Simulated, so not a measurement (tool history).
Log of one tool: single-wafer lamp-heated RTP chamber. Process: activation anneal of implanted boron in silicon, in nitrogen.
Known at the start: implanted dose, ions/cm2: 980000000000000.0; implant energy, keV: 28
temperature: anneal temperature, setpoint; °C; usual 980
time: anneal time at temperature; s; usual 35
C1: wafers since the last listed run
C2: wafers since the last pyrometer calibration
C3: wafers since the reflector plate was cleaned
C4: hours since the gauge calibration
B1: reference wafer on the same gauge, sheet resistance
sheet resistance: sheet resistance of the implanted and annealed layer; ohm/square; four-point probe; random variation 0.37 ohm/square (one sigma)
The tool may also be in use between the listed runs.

{"run": 1, "hour": 0.0, "temperature": 980, "time": 35, "C1": 0, "C2": 521, "C3": 11014, "C4": 161.7, "B1": 128.05, "sheet resistance": 121}
{"run": 2, "hour": 28.4, "temperature": 980, "time": 35, "C1": 301, "C2": 823, "C3": 11316, "C4": 190.1, "B1": 128.04, "sheet resistance": 121.08}
{"run": 3, "hour": 93.9, "temperature": 980, "time": 35, "C1": 696, "C2": 1519, "C3": 12012, "C4": 255.6, "B1": 128.02, "sheet resistance": 121.93}
{"run": 4, "hour": 113.4, "temperature": 980, "time": 35, "C1": 207, "C2": 1726, "C3": 12219, "C4": 275.1, "B1": 128, "sheet resistance": 121.26}
{"run": 5, "hour": 132.9, "temperature": 980, "time": 35, "C1": 207, "C2": 1934, "C3": 12427, "C4": 294.6, "B1": 127.92, "sheet resistance": 121.3}
{"run": 6, "hour": 149.4, "temperature": 980, "time": 46, "C1": 175, "C2": 2109, "C3": 12602, "C4": 311.1, "B1": 128.01, "sheet resistance": 119.85}
{"run": 7, "hour": 163.8, "temperature": 993, "time": 35, "C1": 153, "C2": 2262, "C3": 12755, "C4": 325.5, "B1": 128, "sheet resistance": 116.21}
{"run": 8, "hour": 189.8, "temperature": 980, "time": 35, "C1": 276, "C2": 2538, "C3": 13031, "C4": 351.5, "B1": 128.01, "sheet resistance": 121.41}
{"hour": 213.9, "done": "pyrometer window cleaned and pyrometer calibrated"}
{"run": 9, "hour": 214.4, "temperature": 980, "time": 35, "C1": 176, "C2": 5, "C3": 13208, "C4": 376.1, "B1": 128.06, "sheet resistance": 121.73}
{"run": 10, "hour": 235.5, "temperature": 980, "time": 35, "C1": 224, "C2": 229, "C3": 13432, "C4": 397.2, "B1": 128.09, "sheet resistance": 121.19}
{"run": 11, "hour": 262.9, "temperature": 980, "time": 35, "C1": 291, "C2": 521, "C3": 13723, "C4": 424.6, "B1": 127.98, "sheet resistance": 121.52}
{"hour": 288.7, "done": "gauge calibrated"}
{"run": 12, "hour": 293.2, "temperature": 955, "time": 52, "C1": 322, "C2": 843, "C3": 14045, "C4": 4.5, "B1": 128.07, "sheet resistance": 137.11}
{"run": 13, "hour": 320.0, "temperature": 957, "time": 16, "C1": 284, "C2": 1128, "C3": 14330, "C4": 31.3, "B1": 127.98, "sheet resistance": 152.37}
{"run": 14, "hour": 345.2, "temperature": 958, "time": 22, "C1": 267, "C2": 1395, "C3": 14598, "C4": 56.5, "B1": 127.98, "sheet resistance": 146.01}
{"run": 15, "hour": 376.6, "temperature": 980, "time": 35, "C1": 333, "C2": 1729, "C3": 14932, "C4": 87.9, "B1": 127.87, "sheet resistance": 121.37}
{"run": 16, "hour": 403.5, "temperature": 980, "time": 46, "C1": 285, "C2": 2015, "C3": 15218, "C4": 114.8, "B1": 127.99, "sheet resistance": 120.28}
{"hour": 424.6, "done": "reflector plate cleaned"}
{"run": 17, "hour": 437.5, "temperature": 990, "time": 28, "C1": 276, "C2": 2291, "C3": 137, "C4": 148.8, "B1": 128.04, "sheet resistance": 118.04}

The next listed run, before its measurement:
{"run": 18, "hour": 462.0, "temperature": 955, "time": 52, "C1": 260, "C2": 2552, "C3": 397, "C4": 173.3, "B1": "?", "sheet resistance": "?"}

{"run 18": {"B1": 128.01, "sheet resistance": 137.09}}
Without the tool's hidden state the same run would have given sheet resistance 137.09 ohm/square.
